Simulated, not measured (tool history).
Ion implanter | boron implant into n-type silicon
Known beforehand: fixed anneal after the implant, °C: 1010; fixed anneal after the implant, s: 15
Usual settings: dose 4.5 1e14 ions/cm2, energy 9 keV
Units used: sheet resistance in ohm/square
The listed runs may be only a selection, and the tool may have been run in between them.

run   hour  dose  energy  read-back reference wafer on the same gauge, sheet resistance  sheet resistance
  1      0   4.5       9                                                         290.97            239.25
  2   58.1   4.5       9                                                         290.97             239.3
  3  121.7   4.5       9                                                         291.13            240.02
  4  161.9   4.5       9                                                         291.08             239.5
  5  204.5   4.5       9                                                         290.92            238.99
  6  256.7   4.5       9                                                         290.91            239.45
     316.5  -- Faraday cup replaced and dose calibrated
  7  325.1   4.5       9                                                         291.09            247.21
  8  456.9   4.5       9                                                         291.07            245.48
     486.6  -- gauge calibrated
  9  523.1   4.5       9                                                         291.02             244.4
 10  559.9  3.76      10                                                         291.01            280.81
 11  620.2  3.37       9                                                         290.98             311.9
 12  676.3   5.8       7                                                         290.87            203.28
 13  725.9   4.1      10                                                         291.19            260.45

Run 14 comes next. What will it give?
     766.9  -- extraction supply calibrated
 14  795.8  4.08       6                                                              ?                 ?

read-back reference wafer on the same gauge, sheet resistance: 290.88
sheet resistance: 276.69 ohm/square
Minus the tool's unlogged condition, the same run would have read sheet resistance 281.52 ohm/square.
